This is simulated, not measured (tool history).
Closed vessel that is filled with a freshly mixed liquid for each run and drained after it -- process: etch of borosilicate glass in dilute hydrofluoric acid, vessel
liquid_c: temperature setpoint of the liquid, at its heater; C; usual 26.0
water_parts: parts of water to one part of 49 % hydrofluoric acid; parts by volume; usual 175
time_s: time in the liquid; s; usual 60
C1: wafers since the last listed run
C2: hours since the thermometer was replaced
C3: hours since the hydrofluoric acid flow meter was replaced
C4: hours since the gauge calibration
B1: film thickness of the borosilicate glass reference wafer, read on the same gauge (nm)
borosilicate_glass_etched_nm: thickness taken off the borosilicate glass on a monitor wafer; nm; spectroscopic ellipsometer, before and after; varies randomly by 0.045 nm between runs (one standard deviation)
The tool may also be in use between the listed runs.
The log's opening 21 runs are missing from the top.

At hour 1025.0: hydrofluoric acid flow meter replaced.
Run 22, hour 1025.5: usual settings; C1 2687; C2 227.9; C3 0.5; C4 746.9; B1 69.99. Result: borosilicate_glass_etched_nm 11.14 nm.
Run 23, hour 1078.2: usual settings but liquid_c 22.0 C, time_s 35 s; C1 3858; C2 280.6; C3 53.2; C4 799.6; B1 70.00. Result: borosilicate_glass_etched_nm 5.62 nm.
Run 24, hour 1107.9: usual settings but liquid_c 22.0 C; C1 2174; C2 310.3; C3 82.9; C4 829.3; B1 70.03. Result: borosilicate_glass_etched_nm 9.58 nm.
Run 25, hour 1134.5: usual settings but liquid_c 28.5 C, water_parts 250 parts by volume, time_s 35 s; C1 1947; C2 336.9; C3 109.5; C4 855.9; B1 70.00. Result: borosilicate_glass_etched_nm 4.55 nm.
Run 26, hour 1191.4: usual settings but liquid_c 23.0 C, water_parts 205 parts by volume, time_s 30 s; C1 4166; C2 393.8; C3 166.4; C4 912.8; B1 70.02. Result: borosilicate_glass_etched_nm 4.16 nm.
Run 27, hour 1257.2: usual settings but liquid_c 27.0 C; C1 4817; C2 459.6; C3 232.2; C4 978.6; B1 70.00. Result: borosilicate_glass_etched_nm 11.63 nm.
Run 28, hour 1305.5: usual settings but liquid_c 21.5 C, water_parts 235 parts by volume, time_s 30 s; C1 3536; C2 507.9; C3 280.5; C4 1026.9; B1 69.97. Result: borosilicate_glass_etched_nm 3.29 nm.
Run 29, hour 1367.1: usual settings but water_parts 145 parts by volume, time_s 85 s; C1 4510; C2 569.5; C3 342.1; C4 1088.5; B1 70.02. Result: borosilicate_glass_etched_nm 19.88 nm.
Run 30, hour 1529.2: usual settings but liquid_c 28.0 C; C1 11868; C2 731.6; C3 504.2; C4 1250.6; B1 70.04. Result: borosilicate_glass_etched_nm 12.05 nm.
Run 31, hour 1596.2: usual settings but water_parts 120 parts by volume, time_s 80 s; C1 4905; C2 798.6; C3 571.2; C4 1317.6; B1 70.00. Result: borosilicate_glass_etched_nm 23.16 nm.
Run 32, hour 1630.5: usual settings but liquid_c 30.0 C, water_parts 95 parts by volume, time_s 85 s; C1 2511; C2 832.9; C3 605.5; C4 1351.9; B1 69.98. Result: borosilicate_glass_etched_nm 37.46 nm.
Run 33, hour 1681.5: usual settings but liquid_c 24.5 C, water_parts 140 parts by volume, time_s 85 s; C1 3734; C2 883.9; C3 656.5; C4 1402.9; B1 69.96. Result: borosilicate_glass_etched_nm 19.45 nm.

What if the next run were any one of these 4? Each begins from the tool's condition after run 33:
Run A, hour 1682.2: usual settings but water_parts 255 parts by volume; C1 51; C2 884.6; C3 657.2; C4 1403.6; B1 ?. Result: borosilicate_glass_etched_nm ?.
Run B, hour 1682.2: usual settings but liquid_c 22.0 C, water_parts 140 parts by volume, time_s 70 s; C1 51; C2 884.6; C3 657.2; C4 1403.6; B1 ?. Result: borosilicate_glass_etched_nm ?.
Run C, hour 1682.2: usual settings but liquid_c 27.5 C, water_parts 210 parts by volume, time_s 45 s; C1 51; C2 884.6; C3 657.2; C4 1403.6; B1 ?. Result: borosilicate_glass_etched_nm ?.
Run D, hour 1682.2: usual settings but liquid_c 29.5 C, water_parts 210 parts by volume; C1 51; C2 884.6; C3 657.2; C4 1403.6; B1 ?. Result: borosilicate_glass_etched_nm ?.

run     B1  borosilicate_glass_etched_nm
  A  70.01                          6.97
  B  70.01                         14.47
  C  70.01                          7.03
  D  70.01                         10.06
The same runs, with their run-to-run variation unchanged, on a tool lacking any hidden condition would have given:
run  borosilicate_glass_etched_nm
  A                          6.97
  B                         14.47
  C                          7.03
  D                         10.06

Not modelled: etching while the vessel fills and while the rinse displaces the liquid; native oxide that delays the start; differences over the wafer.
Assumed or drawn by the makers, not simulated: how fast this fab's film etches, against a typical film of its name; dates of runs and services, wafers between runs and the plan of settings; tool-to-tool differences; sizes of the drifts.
